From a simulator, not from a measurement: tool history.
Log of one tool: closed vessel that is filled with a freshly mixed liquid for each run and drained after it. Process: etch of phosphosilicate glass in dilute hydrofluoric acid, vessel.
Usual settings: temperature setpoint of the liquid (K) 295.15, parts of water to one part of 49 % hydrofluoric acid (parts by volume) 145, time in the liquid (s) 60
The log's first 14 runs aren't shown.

run   hour  temperature setpoint of the liquid (K)  parts of water to one part of 49 % hydrofluoric acid (parts by volume)  time in the liquid (s)  read-back film thickness of the phosphosilicate glass reference wafer, read on the same gauge (nm)  thickness taken off the phosphosilicate glass on a monitor wafer (nm)
 15  196.9                                  295.15                                                                     165                      60                                                                                               80.00                                                                  21.82
 16  214.1                                  295.15                                                                     175                      60                                                                                               80.00                                                                  20.12
 17  227.6                                  290.15                                                                     145                      40                                                                                               80.00                                                                  13.75
 18  234.1                                  295.15                                                                     145                      60                                                                                               79.99                                                                  25.95
 19  241.6                                  296.65                                                                     175                      60                                                                                               80.03                                                                  21.72
 20  254.7                                  295.15                                                                     145                      60                                                                                               80.02                                                                  25.56
 21  269.6                                  300.15                                                                     145                      85                                                                                               80.03                                                                  43.39
 22  282.8                                  295.15                                                                      80                      45                                                                                               80.01                                                                  37.90
 23  289.0                                  296.65                                                                     190                      60                                                                                               80.01                                                                  19.38
     292.8  -- hydrofluoric acid flow meter replaced
 24  301.7                                  293.15                                                                     205                      80                                                                                               80.01                                                                  23.52
     309.4  -- gauge calibrated
 25  309.6                                  291.65                                                                     145                      60                                                                                               80.00                                                                  25.38
 26  326.5                                  295.15                                                                     145                      60                                                                                               79.98                                                                  29.65
 27  336.1                                  295.15                                                                     145                      60                                                                                               80.01                                                                  29.55
 28  345.1                                  298.15                                                                     145                      50                                                                                               80.00                                                                  27.55
 29  357.5                                  291.65                                                                     145                      50                                                                                               80.00                                                                  20.95
 30  371.0                                  297.15                                                                      80                      35                                                                                               79.98                                                                  35.84
 31  382.6                                  291.65                                                                     175                      40                                                                                               79.99                                                                  13.32
 32  394.2                                  295.15                                                                     145                      60                                                                                               79.98                                                                  28.73
 33  406.6                                  295.15                                                                     145                      60                                                                                               79.99                                                                  28.47

Forecast each of these 3 alternatives for the next run:
  A  407.3                                  295.15                                                                     145                      60                                                                                                   ?                                                                      ?
  B  407.3                                  292.65                                                                     105                      60                                                                                                   ?                                                                      ?
  C  407.3                                  290.65                                                                     205                      60                                                                                                   ?                                                                      ?

run  read-back film thickness of the phosphosilicate glass reference wafer, read on the same gauge (nm)  thickness taken off the phosphosilicate glass on a monitor wafer (nm)
  A                                                                                               79.98                                                                  28.61
  B                                                                                               79.98                                                                  37.36
  C                                                                                               79.98                                                                  15.96
Without the tool's hidden state the same runs would have given:
run  thickness taken off the phosphosilicate glass on a monitor wafer (nm)
  A                                                                  29.03
  B                                                                  37.89
  C                                                                  16.20
